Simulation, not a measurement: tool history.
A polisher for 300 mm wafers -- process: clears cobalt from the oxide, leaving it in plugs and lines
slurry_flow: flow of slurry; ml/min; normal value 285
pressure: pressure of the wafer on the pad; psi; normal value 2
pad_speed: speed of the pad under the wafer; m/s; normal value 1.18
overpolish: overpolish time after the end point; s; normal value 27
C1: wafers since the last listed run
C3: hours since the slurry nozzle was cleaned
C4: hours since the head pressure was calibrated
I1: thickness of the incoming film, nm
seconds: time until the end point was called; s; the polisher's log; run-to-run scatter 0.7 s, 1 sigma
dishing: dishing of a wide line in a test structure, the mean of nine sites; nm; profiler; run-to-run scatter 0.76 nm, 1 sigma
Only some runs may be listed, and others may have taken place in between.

Run 1, hour 0: usual settings; C1 0; wafers polished on this pad 323; C3 52.7; C4 463.7; I1 221.1. Result: seconds 46.2 s, dishing 53.8 nm.
Run 2, hour 88.4: usual settings; C1 581; wafers polished on this pad 904; C3 141.1; C4 552.1; I1 218.1. Result: seconds 44.8 s, dishing 55.7 nm.
At hour 97.8: head pressure recalibrated.
Run 3, hour 195.7: usual settings; C1 692; wafers polished on this pad 1597; C3 248.4; C4 97.9; I1 220.9. Result: seconds 44.6 s, dishing 54.5 nm.
At hour 218.5: worn pad replaced by a new one.
Run 4, hour 274.4: usual settings; C1 491; wafers polished on this pad 367; C3 327.1; C4 176.6; I1 218.2. Result: seconds 45.9 s, dishing 55.3 nm.
At hour 358.1: slurry nozzle cleaned.
At hour 466.7: worn pad replaced by a new one.
Run 5, hour 507.3: usual settings; C1 1498; wafers polished on this pad 266; C3 149.2; C4 409.5; I1 222. Result: seconds 45.4 s, dishing 53.4 nm.
Run 6, hour 585.4: usual settings; C1 513; wafers polished on this pad 780; C3 227.3; C4 487.6; I1 221.5. Result: seconds 45.2 s, dishing 53 nm.
Run 7, hour 689.5: usual settings but overpolish 18 s; C1 684; wafers polished on this pad 1465; C3 331.4; C4 591.7; I1 215.7. Result: seconds 46.8 s, dishing 44.7 nm.
At hour 722.7: worn pad replaced by a new one.
Run 8, hour 738: usual settings but overpolish 37 s; C1 292; wafers polished on this pad 100; C3 379.9; C4 640.2; I1 220.6. Result: seconds 49.8 s, dishing 58.6 nm.
At hour 750.8: head pressure recalibrated.
At hour 782.5: slurry nozzle cleaned.
Run 9, hour 833: usual settings but slurry_flow 355 ml/min; C1 605; wafers polished on this pad 705; C3 50.5; C4 82.2; I1 220.3. Result: seconds 43 s, dishing 54.6 nm.
Run 10, hour 874.1: usual settings but slurry_flow 380 ml/min, pad_speed 1.48 m/s; C1 270; wafers polished on this pad 976; C3 91.6; C4 123.3; I1 224. Result: seconds 35.7 s, dishing 57.3 nm.
Run 11, hour 919.7: usual settings; C1 299; wafers polished on this pad 1276; C3 137.2; C4 168.9; I1 223.7. Result: seconds 45 s, dishing 53.9 nm.
At hour 1028: worn pad replaced by a new one, of another model than before.
Run 12, hour 1174.3: usual settings but overpolish 36 s; C1 1648; wafers polished on this pad 962; C3 391.8; C4 423.5; I1 223.4. Result: seconds 46.5 s, dishing 58.6 nm.
At hour 1188.8: slurry nozzle cleaned.
At hour 1263.2: head pressure recalibrated.
Run 13, hour 1269.6: usual settings but pressure 1.7 psi, pad_speed 1.54 m/s, overpolish 21 s; C1 607; wafers polished on this pad 1569; C3 80.8; C4 6.4; I1 216.8. Result: seconds 40.2 s, dishing 52.4 nm.
At hour 1279: worn pad replaced by a new one.
Run 14, hour 1331.4: usual settings but pad_speed 1.52 m/s; C1 380; wafers polished on this pad 344; C3 142.6; C4 68.2; I1 222.1. Result: seconds 39.1 s, dishing 56.2 nm.
Run 15, hour 1388.8: usual settings but overpolish 22 s; C1 377; wafers polished on this pad 722; C3 200; C4 125.6; I1 216.5. Result: seconds 43.4 s, dishing 51.4 nm.

Branching from run 15: 5 alternative next runs. What would each branch give?
Run A, hour 1389.2: usual settings but pad_speed 1.48 m/s; C1 2; wafers polished on this pad 724; C3 200.4; C4 126; I1 217.9. Result: seconds ?, dishing ?.
Run B, hour 1389.2: usual settings but slurry_flow 360 ml/min, pressure 2.5 psi; C1 2; wafers polished on this pad 724; C3 200.4; C4 126; I1 217.9. Result: seconds ?, dishing ?.
Run C, hour 1389.2: usual settings but slurry_flow 365 ml/min, pressure 2.7 psi, pad_speed 1.54 m/s; C1 2; wafers polished on this pad 724; C3 200.4; C4 126; I1 217.9. Result: seconds ?, dishing ?.
Run D, hour 1389.2: usual settings but slurry_flow 345 ml/min, pressure 2.2 psi; C1 2; wafers polished on this pad 724; C3 200.4; C4 126; I1 217.9. Result: seconds ?, dishing ?.
Run E, hour 1389.2: usual settings but pressure 2.6 psi; C1 2; wafers polished on this pad 724; C3 200.4; C4 126; I1 217.9. Result: seconds ?, dishing ?.

run  seconds  dishing
  A       38       55
  B     38.1       55
  C       31     57.2
  D       41       54
  E     37.9       55
Without the tool's hidden state the same runs would have given:
run  seconds  dishing
  A     37.6     55.2
  B     37.7     55.1
  C     30.7     57.3
  D     40.5     54.1
  E     37.4     55.2

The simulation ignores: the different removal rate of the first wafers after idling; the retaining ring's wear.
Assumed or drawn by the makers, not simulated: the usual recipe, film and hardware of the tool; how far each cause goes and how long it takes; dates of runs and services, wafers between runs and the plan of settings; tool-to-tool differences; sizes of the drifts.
